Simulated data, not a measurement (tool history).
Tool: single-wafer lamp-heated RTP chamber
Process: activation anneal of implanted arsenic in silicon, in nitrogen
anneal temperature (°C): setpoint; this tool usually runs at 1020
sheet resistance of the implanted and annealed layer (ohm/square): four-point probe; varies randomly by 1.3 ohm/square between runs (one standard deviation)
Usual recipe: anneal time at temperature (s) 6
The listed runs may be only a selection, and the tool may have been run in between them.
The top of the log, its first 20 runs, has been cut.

run	hour	anneal temperature (°C)	anneal time at temperature (s)	read-back reference wafer on the same gauge, sheet resistance	sheet resistance of the implanted and annealed layer (ohm/square)
21	855.9	1020	4	420.34	353.57
22	907.4	998	8	419.91	354.16
# hour 937.6: reflector plate cleaned
23	938.1	995	9	419.98	353.83
24	977.6	1046	4	420.11	352.12
# hour 992.1: gauge calibrated
25	1003.3	1045	6	406.26	336.55
26	1062	1020	6	407.22	339.08
# hour 1094.7: pyrometer window cleaned and pyrometer calibrated
27	1105.9	1020	5	408.27	343.87
28	1136.7	1048	6	408.68	338.12
29	1168	1045	9	409.64	333.5
30	1195.5	1020	6	410.31	342.4
31	1225.4	1020	6	410.07	344.36
32	1256	1029	5	410.26	342.01

Predict each of these 3 candidate next runs independently; none follows another, all start after run 32:
A	1256.4	1001	6	?	?
B	1256.4	1002	9	?	?
C	1256.4	998	3	?	?

run	read-back reference wafer on the same gauge, sheet resistance	sheet resistance of the implanted and annealed layer (ohm/square)
A	410.55	346.29
B	410.55	343.5
C	410.55	351.02
With the hidden condition removed and each run's random variation left untouched, the same runs would have given:
run	sheet resistance of the implanted and annealed layer (ohm/square)
A	344.11
B	341.35
C	348.82
